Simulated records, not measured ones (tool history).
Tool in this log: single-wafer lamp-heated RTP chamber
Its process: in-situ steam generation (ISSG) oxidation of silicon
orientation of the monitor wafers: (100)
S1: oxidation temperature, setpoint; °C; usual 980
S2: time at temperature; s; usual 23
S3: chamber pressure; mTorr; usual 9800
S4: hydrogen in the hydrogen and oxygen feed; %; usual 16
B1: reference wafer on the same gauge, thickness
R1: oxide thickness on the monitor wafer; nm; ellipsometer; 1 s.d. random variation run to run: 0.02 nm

run,hour,S1,S2,S3,S4,B1,R1
1,0,980,23,9800,16,4.932,4.531
# hour 8.9: pressure gauge zeroed
# hour 35.6: hydrogen flow controller replaced
2,36.1,980,23,9800,16,4.941,4.518
3,49.6,980,23,9800,16,4.923,4.533
# hour 69.4: pyrometer window cleaned and pyrometer calibrated
# hour 78.1: gauge calibrated
4,78.4,980,23,9800,16,4.93,4.521
5,90.9,980,23,9800,16,4.924,4.55
6,112,980,23,9800,16,4.93,4.523
7,130.6,980,23,9100,16,4.937,4.59
8,162.3,980,23,9100,16,4.932,4.558
9,180.5,980,23,10200,26,4.933,4.983
10,215.3,980,23,9800,16,4.925,4.525
11,244.8,980,23,9800,16,4.936,4.507
12,271.3,980,23,9800,12,4.923,4.255
13,303,980,23,9800,16,4.932,4.565
# hour 312.6: pyrometer window cleaned and pyrometer calibrated
14,317.6,980,16,10200,16,4.923,3.816
15,349.9,980,23,9800,16,4.919,4.52
16,368.3,993,29,9800,19,4.923,5.561
17,383.7,980,23,9800,16,4.927,4.549

Forecast run 18:
18,411.4,980,23,9800,16,?,?

Run 18 produced B1 4.926, R1 4.543 nm.
With the hidden condition absent and the run-to-run variation left alone, this run would have shown R1 4.543 nm.
